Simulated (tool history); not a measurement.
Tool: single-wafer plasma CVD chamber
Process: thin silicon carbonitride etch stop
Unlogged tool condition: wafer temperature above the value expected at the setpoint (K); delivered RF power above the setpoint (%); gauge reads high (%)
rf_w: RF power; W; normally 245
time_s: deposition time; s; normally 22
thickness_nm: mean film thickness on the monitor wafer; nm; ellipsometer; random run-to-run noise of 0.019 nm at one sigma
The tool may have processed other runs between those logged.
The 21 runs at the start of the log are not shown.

run,hour,rf_w,time_s,wafers since the last listed run,hours since the last thermocouple change,hours since the last RF generator calibration,hours since the showerhead was replaced,hours since the gauge calibration,"read-back reference wafer on the same gauge, thickness_nm",thickness_nm
22,841.9,200,23.3,311,467,508.1,194.9,551.6,14.107,13.022
23,876.6,245,23.4,711,501.7,542.8,229.6,586.3,14.096,13.585
24,897.5,260,24.5,428,522.6,563.7,250.5,607.2,14.097,14.387
25,916,270,22,379,541.1,582.2,269,625.7,14.104,13.043
# hour 930.1: gauge calibrated
26,948.3,245,25,662,573.4,614.5,301.3,18.2,14.107,14.514
27,977.2,260,24.6,592,602.3,643.4,330.2,47.1,14.103,14.46
28,996.2,245,24.2,389,621.3,662.4,349.2,66.1,14.099,14.055
29,1019.5,245,22,477,644.6,685.7,372.5,89.4,14.093,12.775
30,1035.1,245,22,319,660.2,701.3,388.1,105,14.1,12.715
31,1066,230,24.3,633,691.1,732.2,419,135.9,14.11,13.875
32,1101.1,245,18.7,719,726.2,767.3,454.1,171,14.098,10.84
33,1125.6,220,18.8,502,750.7,791.8,478.6,195.5,14.095,10.677
34,1144.2,245,22,381,769.3,810.4,497.2,214.1,14.107,12.76
35,1251.8,245,22,2206,876.9,918,604.8,321.7,14.094,12.752
36,1277.3,245,23.7,522,902.4,943.5,630.3,347.2,14.105,13.719

Each row is a separate what-if for the run after 36, all from the same tool condition, not one after another. Results?
A,1277.7,245,22,8,902.8,943.9,630.7,347.6,?,?
B,1277.7,255,20.9,8,902.8,943.9,630.7,347.6,?,?
C,1277.7,265,22,8,902.8,943.9,630.7,347.6,?,?

run,"read-back reference wafer on the same gauge, thickness_nm",thickness_nm
A,14.101,12.713
B,14.101,12.173
C,14.101,12.913
Stripped of hidden state, with their random variation kept, the same runs would have yielded:
run,thickness_nm
A,12.836
B,12.291
C,13.038

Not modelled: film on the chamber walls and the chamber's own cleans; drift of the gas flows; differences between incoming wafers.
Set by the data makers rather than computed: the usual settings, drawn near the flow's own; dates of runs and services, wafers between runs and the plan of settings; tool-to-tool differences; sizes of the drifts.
